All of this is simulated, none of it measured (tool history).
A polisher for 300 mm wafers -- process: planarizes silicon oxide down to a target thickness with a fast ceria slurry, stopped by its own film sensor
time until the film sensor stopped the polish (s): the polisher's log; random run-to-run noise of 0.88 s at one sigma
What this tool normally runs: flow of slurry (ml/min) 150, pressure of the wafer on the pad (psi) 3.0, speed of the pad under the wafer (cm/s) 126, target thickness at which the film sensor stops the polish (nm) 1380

run,day,flow of slurry (ml/min),pressure of the wafer on the pad (psi),speed of the pad under the wafer (cm/s),target thickness at which the film sensor stops the polish (nm),"incoming thickness of the incoming film, nm",time until the film sensor stopped the polish (s)
1,0.000,150,3.0,126,1229,3046.1,95.4
# day 1.896: worn pad replaced by a new one
2,2.908,150,3.0,126,1229,3090.2,96.2
3,4.617,150,3.3,126,1593,3006.8,66.3
4,5.621,150,3.3,126,1593,3059.5,70.0
5,6.625,165,3.0,126,1380,3056.9,86.7
6,9.200,165,3.0,126,1380,3055.1,86.0
7,10.288,180,3.0,126,1380,3066.4,86.5
# day 10.800: worn pad replaced by a new one
8,11.371,180,3.0,126,1380,3010.6,83.5
9,12.458,150,3.0,158,1380,3036.6,68.3
# day 13.250: slurry nozzle cleaned
10,14.312,150,3.0,158,1380,3049.3,69.5
11,15.792,150,3.0,158,1380,3010.0,66.6
12,17.421,150,3.0,126,1380,3022.0,86.1
13,18.783,200,2.1,166,1106,3008.0,100.7
# day 19.262: worn pad replaced by a new one
14,20.954,150,3.4,112,1871,3015.0,59.5
# day 21.975: head pressure recalibrated
15,22.617,150,3.0,126,1530,3089.7,80.4
16,23.875,185,3.6,126,1380,3014.1,68.6
17,26.079,150,3.0,126,1229,3047.3,93.3
18,27.688,150,3.0,158,1380,3069.8,70.7

Run 19 is up next; what results do you expect?
# day 27.962: worn pad replaced by a new one
19,30.683,150,3.0,88,1574,3067.0,?

time until the film sensor stopped the polish (s): 110.7
With the hidden condition absent and the run-to-run variation left alone, this run would have shown time until the film sensor stopped the polish (s) 110.7.
